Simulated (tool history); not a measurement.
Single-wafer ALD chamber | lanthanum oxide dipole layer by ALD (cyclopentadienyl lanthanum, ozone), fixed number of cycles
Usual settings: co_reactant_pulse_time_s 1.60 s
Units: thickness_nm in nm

run	hour	co_reactant_pulse_time_s	read-back reference wafer on the same gauge, thickness_nm	thickness_nm
1	0.0	1.60	0.424	0.493
2	67.9	1.60	0.424	0.496
3	122.8	1.60	0.424	0.492
4	179.8	1.60	0.424	0.493
5	230.9	1.60	0.424	0.492
6	285.0	1.60	0.424	0.490
7	312.8	1.60	0.424	0.490
8	340.3	1.60	0.424	0.488
9	368.0	1.60	0.424	0.488
# hour 393.2: ozone generator serviced
10	405.1	1.60	0.424	0.514
11	431.8	1.60	0.424	0.515
12	466.1	1.24	0.424	0.487
13	494.6	1.14	0.424	0.473
# hour 533.9: thermocouple changed; heater temperature recalibrated
14	558.9	1.91	0.424	0.525
15	601.1	1.89	0.424	0.522
# hour 619.1: gauge calibrated
16	668.8	1.41	0.424	0.499
17	723.6	1.99	0.424	0.524
18	760.4	1.60	0.424	0.510
# hour 786.7: showerhead replaced
19	787.2	2.21	0.424	0.527
20	856.2	1.13	0.424	0.467
21	927.8	1.60	0.424	0.510
22	952.3	1.28	0.424	0.480
23	1023.5	1.07	0.424	0.452

Hidden state or all else? Some run-to-run changes of thickness_nm, split into what the settings, what came in and random variation would give without the hidden state, and what is left for the hidden state (with any gauge scatter that isn't in both results):
The hidden state here: wafer temperature above the value expected at the setpoint (K); ozone dose above that of a generator just serviced (%); gauge reads high (%).
Run 9 -> 10: ozone generator serviced. thickness_nm +0.026 nm: hidden state +0.025, all else +0.001.
Run 13 -> 14: co_reactant_pulse_time_s 1.14 -> 1.91, thermocouple changed; heater temperature recalibrated. thickness_nm +0.052 nm: hidden state +0.004, all else +0.048.
Run 19 -> 20: co_reactant_pulse_time_s 2.21 -> 1.13. thickness_nm -0.060 nm: hidden state -0.010, all else -0.050.
